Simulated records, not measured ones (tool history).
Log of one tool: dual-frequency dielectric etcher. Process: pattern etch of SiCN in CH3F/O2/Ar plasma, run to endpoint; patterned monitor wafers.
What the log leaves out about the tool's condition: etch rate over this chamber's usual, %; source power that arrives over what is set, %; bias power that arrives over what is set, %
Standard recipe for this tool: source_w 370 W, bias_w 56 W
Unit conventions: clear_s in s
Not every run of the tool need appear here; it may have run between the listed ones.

| run | day | source_w | bias_w | wafers since the last listed run | hours since the last wet clean | hours since the last source power generator calibration | hours since the last bias power generator calibration | hours since the last upper electrode change | incoming incoming film thickness, nm | clear_s |
|---|---|---|---|---|---|---|---|---|---|---|
| 1 | 0.000 | 370 | 56 | 0 | 471.1 | 3836.9 | 3468.7 | 1101.6 | 11.91 | 33.1 |
|  | 2.133 | wet clean of the chamber |
| 2 | 2.154 | 370 | 56 | 425 | 0.5 | 3888.6 | 3520.4 | 1153.3 | 11.85 | 34.5 |
| 3 | 3.412 | 370 | 56 | 463 | 30.7 | 3918.8 | 3550.6 | 1183.5 | 11.86 | 34.3 |
| 4 | 4.721 | 370 | 56 | 482 | 62.1 | 3950.2 | 3582.0 | 1214.9 | 11.96 | 34.6 |
| 5 | 6.088 | 370 | 62 | 503 | 94.9 | 3983.0 | 3614.8 | 1247.7 | 11.69 | 32.5 |
| 6 | 8.571 | 370 | 62 | 915 | 154.5 | 4042.6 | 3674.4 | 1307.3 | 11.83 | 32.2 |
| 7 | 11.217 | 370 | 62 | 975 | 218.0 | 4106.1 | 3737.9 | 1370.8 | 11.97 | 32.6 |
| 8 | 13.283 | 370 | 56 | 761 | 267.6 | 4155.7 | 3787.5 | 1420.4 | 11.96 | 33.6 |
| 9 | 15.638 | 370 | 56 | 867 | 324.1 | 4212.2 | 3844.0 | 1476.9 | 12.02 | 33.5 |
| 10 | 17.075 | 310 | 56 | 529 | 358.6 | 4246.7 | 3878.5 | 1511.4 | 11.92 | 35.7 |
| 11 | 19.196 | 310 | 56 | 781 | 409.5 | 4297.6 | 3929.4 | 1562.3 | 11.91 | 35.4 |
| 12 | 20.362 | 310 | 56 | 429 | 437.5 | 4325.6 | 3957.4 | 1590.3 | 11.94 | 35.9 |
| 13 | 21.821 | 370 | 56 | 537 | 472.5 | 4360.6 | 3992.4 | 1625.3 | 11.94 | 33.0 |
| 14 | 23.112 | 350 | 52 | 476 | 503.5 | 4391.6 | 4023.4 | 1656.3 | 11.86 | 33.9 |
|  | 24.400 | wet clean of the chamber |
| 15 | 24.850 | 350 | 52 | 271 | 10.8 | 4433.3 | 4065.1 | 1698.0 | 11.81 | 36.0 |
| 16 | 25.967 | 350 | 52 | 411 | 37.6 | 4460.1 | 4091.9 | 1724.8 | 11.92 | 36.2 |
| 17 | 27.688 | 290 | 45 | 634 | 78.9 | 4501.4 | 4133.2 | 1766.1 | 11.97 | 41.0 |
| 18 | 28.712 | 370 | 64 | 377 | 103.5 | 4526.0 | 4157.8 | 1790.7 | 11.88 | 32.1 |
| 19 | 30.125 | 350 | 52 | 520 | 137.4 | 4559.9 | 4191.7 | 1824.6 | 11.94 | 35.5 |
| 20 | 31.692 | 330 | 61 | 577 | 175.0 | 4597.5 | 4229.3 | 1862.2 | 11.87 | 34.4 |
| 21 | 33.808 | 370 | 62 | 780 | 225.8 | 4648.3 | 4280.1 | 1913.0 | 11.81 | 31.9 |
| 22 | 35.762 | 320 | 62 | 720 | 272.7 | 4695.2 | 4327.0 | 1959.9 | 11.88 | 34.8 |
| 23 | 37.900 | 420 | 43 | 787 | 324.0 | 4746.5 | 4378.3 | 2011.2 | 11.87 | 33.5 |
|  | 39.421 | source power generator calibrated |
|  | 40.567 | bias power generator calibrated |
| 24 | 40.896 | 370 | 56 | 981 | 395.9 | 35.4 | 7.9 | 2083.1 | 12.00 | 33.4 |
|  | 42.712 | wet clean of the chamber |
|  | 43.417 | upper electrode replaced |
| 25 | 43.438 | 440 | 56 | 308 | 17.4 | 96.4 | 68.9 | 0.5 | 11.80 | 31.5 |
| 26 | 45.296 | 430 | 46 | 684 | 62.0 | 141.0 | 113.5 | 45.1 | 11.86 | 33.3 |
| 27 | 47.958 | 440 | 62 | 981 | 125.9 | 204.9 | 177.4 | 109.0 | 11.97 | 30.4 |
| 28 | 49.000 | 310 | 52 | 383 | 150.9 | 229.9 | 202.4 | 134.0 | 11.88 | 37.0 |
| 29 | 51.075 | 450 | 56 | 764 | 200.7 | 279.7 | 252.2 | 183.8 | 11.93 | 30.1 |
| 30 | 52.925 | 370 | 56 | 681 | 245.1 | 324.1 | 296.6 | 228.2 | 11.82 | 33.1 |
| 31 | 55.525 | 420 | 66 | 958 | 307.5 | 386.5 | 359.0 | 290.6 | 11.86 | 29.2 |
| 32 | 58.050 | 330 | 68 | 930 | 368.1 | 447.1 | 419.6 | 351.2 | 11.77 | 32.2 |
|  | 60.633 | wet clean of the chamber |
| 33 | 60.654 | 370 | 56 | 591 | 0.5 | 509.6 | 482.1 | 413.7 | 11.90 | 35.1 |

Entry by entry between the runs, the difference in hidden state between the last listed run before and the first listed run after:
After run 1, before run 2: wet clean of the chamber (day 2.133)
  etch rate over this chamber's usual, %: 4.66 -> -0.698
  measured minus no-state result, clear_s: -1.6 -> +0.2 s
After run 14, before run 15: wet clean of the chamber (day 24.400)
  etch rate over this chamber's usual, %: 4.75 -> -0.332
  measured minus no-state result, clear_s: -1.6 -> +0.1 s
After run 23, before run 24: source power generator calibrated (day 39.421); bias power generator calibrated (day 40.567)
  etch rate over this chamber's usual, %: 3.06 -> 3.84
  measured minus no-state result, clear_s: -1.0 -> -1.3 s
After run 24, before run 25: wet clean of the chamber (day 42.712); upper electrode replaced (day 43.417)
  etch rate over this chamber's usual, %: 3.84 -> 0.857
  measured minus no-state result, clear_s: -1.3 -> -0.3 s
After run 32, before run 33: wet clean of the chamber (day 60.633)
  etch rate over this chamber's usual, %: 4.65 -> -1.13
  measured minus no-state result, clear_s: -1.6 -> +0.4 s
